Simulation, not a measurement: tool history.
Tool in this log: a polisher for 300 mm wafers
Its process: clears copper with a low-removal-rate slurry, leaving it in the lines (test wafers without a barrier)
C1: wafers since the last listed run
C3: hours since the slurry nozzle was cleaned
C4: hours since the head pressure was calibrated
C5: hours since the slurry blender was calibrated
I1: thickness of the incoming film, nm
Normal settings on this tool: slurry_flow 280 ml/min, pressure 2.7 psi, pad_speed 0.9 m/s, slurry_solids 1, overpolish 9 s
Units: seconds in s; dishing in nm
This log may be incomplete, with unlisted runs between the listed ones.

Run 1, hour 0: usual settings but slurry_flow 240 ml/min; C1 0; wafers polished on this pad 911; C3 354.1; C4 1466.2; C5 265.2; I1 406.5. Result: seconds 153 s, dishing 17.6 nm.
Run 2, hour 14.6: usual settings but slurry_flow 240 ml/min; C1 117; wafers polished on this pad 1028; C3 368.7; C4 1480.8; C5 279.8; I1 402.3. Result: seconds 153.9 s, dishing 17 nm.
Run 3, hour 28.2: usual settings but slurry_flow 240 ml/min; C1 109; wafers polished on this pad 1137; C3 382.3; C4 1494.4; C5 293.4; I1 404.3. Result: seconds 158.5 s, dishing 16.7 nm.
Run 4, hour 34.6: usual settings; C1 51; wafers polished on this pad 1188; C3 388.7; C4 1500.8; C5 299.8; I1 404.9. Result: seconds 157.7 s, dishing 16.7 nm.
At hour 36.9: head pressure recalibrated.
At hour 38.8: slurry blender recalibrated.
At hour 48: worn pad replaced by a new one.
Run 5, hour 51.4: usual settings; C1 71; wafers polished on this pad 27; C3 405.5; C4 14.5; C5 12.6; I1 397. Result: seconds 137.1 s, dishing 18.5 nm.
Run 6, hour 64.4: usual settings; C1 104; wafers polished on this pad 131; C3 418.5; C4 27.5; C5 25.6; I1 404.2. Result: seconds 140.6 s, dishing 19 nm.
At hour 65.5: slurry nozzle cleaned.
Run 7, hour 99.2: usual settings; C1 271; wafers polished on this pad 402; C3 33.7; C4 62.3; C5 60.4; I1 396.9. Result: seconds 139.9 s, dishing 18.5 nm.
Run 8, hour 114.3: usual settings; C1 121; wafers polished on this pad 523; C3 48.8; C4 77.4; C5 75.5; I1 394. Result: seconds 139.4 s, dishing 18.4 nm.
Run 9, hour 124.1: usual settings but slurry_flow 345 ml/min, slurry_solids 0.8, overpolish 14 s; C1 78; wafers polished on this pad 602; C3 58.6; C4 87.2; C5 85.3; I1 394.1. Result: seconds 146.6 s, dishing 26.3 nm.
Run 10, hour 133.9: usual settings but slurry_flow 220 ml/min, pressure 2.2 psi, slurry_solids 1.25, overpolish 12 s; C1 78; wafers polished on this pad 680; C3 68.4; C4 97; C5 95.1; I1 394.5. Result: seconds 158.4 s, dishing 21.3 nm.
Run 11, hour 144.7: usual settings; C1 86; wafers polished on this pad 767; C3 79.2; C4 107.8; C5 105.9; I1 401.7. Result: seconds 149 s, dishing 17.8 nm.
Run 12, hour 155.2: usual settings but slurry_flow 245 ml/min, pressure 3.2 psi, slurry_solids 1.15, overpolish 7 s; C1 84; wafers polished on this pad 851; C3 89.7; C4 118.3; C5 116.4; I1 395.2. Result: seconds 126.7 s, dishing 15.9 nm.
Run 13, hour 168.6: usual settings but pad_speed 1.14 m/s; C1 107; wafers polished on this pad 959; C3 103.1; C4 131.7; C5 129.8; I1 405. Result: seconds 122.1 s, dishing 22.1 nm.
At hour 196.3: worn pad replaced by a new one.
Run 14, hour 210.6: usual settings but slurry_flow 365 ml/min, pressure 3.5 psi, pad_speed 0.6 m/s; C1 304; wafers polished on this pad 114; C3 145.1; C4 173.7; C5 171.8; I1 397.7. Result: seconds 171.2 s, dishing 15.5 nm.
Run 15, hour 220.8: usual settings but slurry_solids 0.85; C1 81; wafers polished on this pad 196; C3 155.3; C4 183.9; C5 182; I1 403.7. Result: seconds 145.4 s, dishing 18.2 nm.
Run 16, hour 227.9: usual settings but slurry_flow 190 ml/min, pressure 2.1 psi, slurry_solids 0.9; C1 56; wafers polished on this pad 253; C3 162.4; C4 191; C5 189.1; I1 404.1. Result: seconds 173.8 s, dishing 15.1 nm.
Run 17, hour 249.6: usual settings but pressure 3 psi; C1 174; wafers polished on this pad 427; C3 184.1; C4 212.7; C5 210.8; I1 395.1. Result: seconds 130.3 s, dishing 19.8 nm.
Run 18, hour 266.6: usual settings; C1 136; wafers polished on this pad 563; C3 201.1; C4 229.7; C5 227.8; I1 398.5. Result: seconds 141.1 s, dishing 18.4 nm.
Run 19, hour 278.4: usual settings but overpolish 4 s; C1 94; wafers polished on this pad 658; C3 212.9; C4 241.5; C5 239.6; I1 396.1. Result: seconds 141.7 s, dishing 8.4 nm.
Run 20, hour 288: usual settings; C1 76; wafers polished on this pad 735; C3 222.5; C4 251.1; C5 249.2; I1 402.9. Result: seconds 144.6 s, dishing 18.4 nm.
Run 21, hour 296.1: usual settings; C1 64; wafers polished on this pad 799; C3 230.6; C4 259.2; C5 257.3; I1 405.8. Result: seconds 147 s, dishing 17.9 nm.
Run 22, hour 308.3: usual settings but slurry_flow 190 ml/min; C1 97; wafers polished on this pad 897; C3 242.8; C4 271.4; C5 269.5; I1 400. Result: seconds 153.1 s, dishing 17.3 nm.
Run 23, hour 325.9: usual settings but pressure 3.3 psi, overpolish 6 s; C1 141; wafers polished on this pad 1038; C3 260.4; C4 289; C5 287.1; I1 407.5. Result: seconds 134.7 s, dishing 13.4 nm.
Run 24, hour 333.5: usual settings but pressure 3.3 psi; C1 60; wafers polished on this pad 1099; C3 268; C4 296.6; C5 294.7; I1 401.5. Result: seconds 134.3 s, dishing 19.4 nm.
Run 25, hour 349.1: usual settings but pad_speed 1.08 m/s, slurry_solids 1.15, overpolish 13 s; C1 125; wafers polished on this pad 1225; C3 283.6; C4 312.2; C5 310.3; I1 400. Result: seconds 127 s, dishing 29.1 nm.
At hour 357.3: worn pad replaced by a new one.
Run 26, hour 358.4: usual settings but slurry_solids 0.75; C1 42; wafers polished on this pad 9; C3 292.9; C4 321.5; C5 319.6; I1 401.9. Result: seconds 148.7 s, dishing 17.7 nm.
Run 27, hour 370.8: usual settings but pressure 3.5 psi, slurry_solids 1.25; C1 99; wafers polished on this pad 108; C3 305.3; C4 333.9; C5 332; I1 407.9. Result: seconds 110.9 s, dishing 23.9 nm.
At hour 382.1: slurry blender recalibrated.
Run 28, hour 386.9: usual settings but slurry_flow 365 ml/min, pressure 3.4 psi, overpolish 7 s; C1 113; wafers polished on this pad 221; C3 321.4; C4 350; C5 4.8; I1 400.6. Result: seconds 114.9 s, dishing 17.6 nm.
Run 29, hour 402.6: usual settings but pressure 3.1 psi, slurry_solids 0.9; C1 125; wafers polished on this pad 347; C3 337.1; C4 365.7; C5 20.5; I1 398.8. Result: seconds 127.2 s, dishing 19.8 nm.

Here are 3 independent what-if runs from the current tool condition. What would each one return?
Run A, hour 403.1: usual settings; C1 4; wafers polished on this pad 351; C3 337.6; C4 366.2; C5 21; I1 393.5. Result: seconds ?, dishing ?.
Run B, hour 403.1: usual settings but slurry_solids 0.75, overpolish 10 s; C1 4; wafers polished on this pad 351; C3 337.6; C4 366.2; C5 21; I1 393.5. Result: seconds ?, dishing ?.
Run C, hour 403.1: usual settings but pressure 2.5 psi, pad_speed 0.98 m/s, slurry_solids 1.2; C1 4; wafers polished on this pad 351; C3 337.6; C4 366.2; C5 21; I1 393.5. Result: seconds ?, dishing ?.

run  seconds  dishing
  A    134.3     18.9
  B    144.6     19.5
  C    123.9     20.3
Stripped of hidden state, with their random variation kept, the same runs would have yielded:
run  seconds  dishing
  A    132.4     19.2
  B    142.6     19.7
  C    122.1     20.6

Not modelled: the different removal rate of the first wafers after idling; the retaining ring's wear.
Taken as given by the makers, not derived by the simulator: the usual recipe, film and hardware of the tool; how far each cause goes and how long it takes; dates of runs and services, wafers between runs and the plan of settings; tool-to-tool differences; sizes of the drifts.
